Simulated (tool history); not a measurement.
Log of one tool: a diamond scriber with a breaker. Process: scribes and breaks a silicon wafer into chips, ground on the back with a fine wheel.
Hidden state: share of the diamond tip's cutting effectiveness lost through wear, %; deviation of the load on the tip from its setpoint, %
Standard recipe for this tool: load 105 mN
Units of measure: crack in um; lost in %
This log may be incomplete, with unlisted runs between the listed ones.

run    hour  load  wafers since the last listed run  hours since the diamond tip was replaced  hours since the load on the tip was calibrated  incoming depth of the damage left on the back of the incoming wafer, um  crack  lost
  1     0.0   105                                 0                                     207.5                                          1094.2                                                                     2.25  16.27  2.13
  2    88.6   105                               207                                     296.1                                          1182.8                                                                     2.67  17.08  2.52
  3   143.0   112                               127                                     350.5                                          1237.2                                                                     1.52  16.99  3.03
  4   241.0    97                               229                                     448.5                                          1335.2                                                                     1.51  15.87  1.86
  5   297.5    97                               132                                     505.0                                          1391.7                                                                     1.52  15.76  1.79
      373.6  -- load on the tip recalibrated
  6   409.7   105                               257                                     617.2                                            36.1                                                                     1.92  15.83  1.95
      423.5  -- diamond tip replaced by a new one
  7   456.9   105                               105                                      33.4                                            83.3                                                                     2.04  15.47  1.93
  8   562.6   105                               247                                     139.1                                           189.0                                                                     2.72  15.71  2.46
  9   680.7    93                               276                                     257.2                                           307.1                                                                     2.32  14.87  2.23
 10   763.1    93                               192                                     339.6                                           389.5                                                                     2.95  15.10  2.63
 11  1027.9    93                               619                                     604.4                                           654.3                                                                     2.22  15.37  2.24
 12  1120.1   125                               215                                     696.6                                           746.5                                                                     2.23  17.88  3.80
     1148.8  -- diamond tip replaced by a new one
 13  1197.1   125                               175                                      48.3                                           823.5                                                                     1.92  17.47  3.88
 14  1272.1    83                               175                                     123.3                                           898.5                                                                     2.70  14.11  3.12
 15  1352.7    83                               188                                     203.9                                           979.1                                                                     2.18  14.16  2.61
 16  1430.1   105                               181                                     281.3                                          1056.5                                                                     2.47  16.25  2.38
 17  1470.3   105                                94                                     321.5                                          1096.7                                                                     2.83  16.28  2.50
 18  1532.1   105                               144                                     383.3                                          1158.5                                                                     2.60  16.31  2.24
 19  1571.7   105                                92                                     422.9                                          1198.1                                                                     2.09  16.02  2.19
     1661.3  -- load on the tip recalibrated
 20  1671.2   105                               228                                     522.4                                             9.9                                                                     2.98  15.24  2.45
 21  1711.0   131                                93                                     562.2                                            49.7                                                                     1.63  17.70  3.20
     1795.3  -- diamond tip replaced by a new one
 22  1902.9   105                               444                                     107.6                                           241.6                                                                     2.07  15.50  1.91
 23  1956.8    93                               126                                     161.5                                           295.5                                                                     1.56  14.26  2.44
 24  2002.0   121                               105                                     206.7                                           340.7                                                                     1.66  17.05  2.35
 25  2047.3   118                               105                                     252.0                                           386.0                                                                     2.55  16.50  2.52
 26  2134.8    80                               204                                     339.5                                           473.5                                                                     2.38  12.79  4.31
 27  2214.9    78                               187                                     419.6                                           553.6                                                                     1.83  13.35  4.76
 28  2322.5    96                               251                                     527.2                                           661.2                                                                     1.77  15.15  2.07
 29  2379.5    85                               133                                     584.2                                           718.2                                                                     2.91  13.71  3.85
 30  2455.9   133                               178                                     660.6                                           794.6                                                                     1.72  17.73  4.11
 31  2512.2   127                               131                                     716.9                                           850.9                                                                     2.12  17.91  3.53
 32  2572.3    77                               140                                     777.0                                           911.0                                                                     1.81  13.50  4.01
     2591.5  -- diamond tip replaced by a new one
 33  2630.6    94                               131                                      39.1                                           969.3                                                                     2.21  14.62  2.31
 34  2734.7    91                               243                                     143.2                                          1073.4                                                                     2.88  14.86  2.82
 35  2781.0    75                               108                                     189.5                                          1119.7                                                                     2.34  13.66  4.63
 36  2852.2   105                               166                                     260.7                                          1190.9                                                                     1.79  16.12  1.97
 37  2916.9   105                               151                                     325.4                                          1255.6                                                                     1.57  16.39  2.24
 38  2979.3   105                               145                                     387.8                                          1318.0                                                                     1.93  16.62  2.07
 39  3072.6   129                               218                                     481.1                                          1411.3                                                                     2.22  18.62  5.37
 40  3179.8   105                               250                                     588.3                                          1518.5                                                                     1.71  16.41  2.39
 41  3238.2   120                               136                                     646.7                                          1576.9                                                                     2.29  18.01  4.60
     3273.6  -- load on the tip recalibrated
 42  3314.9    76                               174                                     723.4                                            41.3                                                                     1.95  13.01  5.10

What if the next run were any one of these 3? Each begins from the tool's condition after run 42:
  A  3315.4    73                                 1                                     723.9                                            41.8                                                                     2.86      ?     ?
  B  3315.4    88                                 1                                     723.9                                            41.8                                                                     2.86      ?     ?
  C  3315.4   114                                 1                                     723.9                                            41.8                                                                     2.86      ?     ?

run  crack  lost
  A  12.88  6.56
  B  14.20  3.43
  C  16.37  2.49
With the hidden condition removed and each run's random variation left untouched, the same runs would have given:
run  crack  lost
  A  12.82  6.76
  B  14.14  3.54
  C  16.29  2.46
